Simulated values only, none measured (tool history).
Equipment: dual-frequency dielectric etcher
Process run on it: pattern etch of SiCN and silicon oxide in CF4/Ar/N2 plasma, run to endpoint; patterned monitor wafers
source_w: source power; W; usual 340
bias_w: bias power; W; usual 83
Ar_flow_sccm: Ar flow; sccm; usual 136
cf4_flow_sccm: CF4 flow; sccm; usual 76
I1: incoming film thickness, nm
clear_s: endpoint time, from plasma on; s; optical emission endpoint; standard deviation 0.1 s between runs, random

run 1 day=0 | source_w=340 bias_w=83 Ar_flow_sccm=136 cf4_flow_sccm=76 | I1=8.93 | clear_s=13.4
run 2 day=0.388 | source_w=340 bias_w=83 Ar_flow_sccm=136 cf4_flow_sccm=76 | I1=8.84 | clear_s=12.8
run 3 day=0.7 | source_w=340 bias_w=83 Ar_flow_sccm=136 cf4_flow_sccm=76 | I1=8.93 | clear_s=13.3
run 4 day=1.054 | source_w=340 bias_w=83 Ar_flow_sccm=136 cf4_flow_sccm=76 | I1=8.97 | clear_s=13.2
run 5 day=1.538 | source_w=340 bias_w=83 Ar_flow_sccm=136 cf4_flow_sccm=76 | I1=8.93 | clear_s=13.2
run 6 day=1.983 | source_w=340 bias_w=83 Ar_flow_sccm=136 cf4_flow_sccm=76 | I1=8.8 | clear_s=13
run 7 day=2.667 | source_w=310 bias_w=83 Ar_flow_sccm=136 cf4_flow_sccm=76 | I1=8.93 | clear_s=14.6
run 8 day=3.058 | source_w=310 bias_w=83 Ar_flow_sccm=136 cf4_flow_sccm=76 | I1=8.87 | clear_s=14.5
run 9 day=3.454 | source_w=310 bias_w=83 Ar_flow_sccm=136 cf4_flow_sccm=76 | I1=8.87 | clear_s=14.3
-- day=3.946 CF4 flow controller replaced
-- day=4.921 source power generator calibrated
-- day=5.742 Ar flow controller replaced
-- day=5.862 upper electrode replaced
-- day=6.254 wet clean of the chamber
run 10 day=6.275 | source_w=340 bias_w=83 Ar_flow_sccm=136 cf4_flow_sccm=76 | I1=8.97 | clear_s=13.3
run 11 day=6.288 | source_w=370 bias_w=83 Ar_flow_sccm=136 cf4_flow_sccm=68 | I1=8.92 | clear_s=12.2
-- day=6.583 bias power generator calibrated
run 12 day=6.604 | source_w=340 bias_w=83 Ar_flow_sccm=136 cf4_flow_sccm=64 | I1=8.84 | clear_s=13.4
run 13 day=7.096 | source_w=280 bias_w=83 Ar_flow_sccm=136 cf4_flow_sccm=76 | I1=8.89 | clear_s=16.6
run 14 day=7.446 | source_w=270 bias_w=90 Ar_flow_sccm=154 cf4_flow_sccm=57 | I1=8.92 | clear_s=17.2
run 15 day=8.117 | source_w=270 bias_w=83 Ar_flow_sccm=107 cf4_flow_sccm=88 | I1=8.89 | clear_s=16.3
run 16 day=8.838 | source_w=340 bias_w=83 Ar_flow_sccm=136 cf4_flow_sccm=76 | I1=8.85 | clear_s=13
run 17 day=9.096 | source_w=340 bias_w=83 Ar_flow_sccm=136 cf4_flow_sccm=76 | I1=8.96 | clear_s=13
run 18 day=9.567 | source_w=340 bias_w=64 Ar_flow_sccm=136 cf4_flow_sccm=64 | I1=8.88 | clear_s=15.8
run 19 day=9.912 | source_w=390 bias_w=83 Ar_flow_sccm=136 cf4_flow_sccm=67 | I1=8.96 | clear_s=11.4
run 20 day=10.308 | source_w=310 bias_w=76 Ar_flow_sccm=113 cf4_flow_sccm=61 | I1=8.93 | clear_s=15.5

Hidden state, per run?
etch rate over this chamber's usual, %: 0 across all the runs
source power that arrives over what is set, %: 0 across all the runs
bias power that arrives over what is set, %: 0 across all the runs
Ar flow that arrives over what is set, %: 0 across all the runs
CF4 flow that arrives over what is set, %: 0 across all the runs
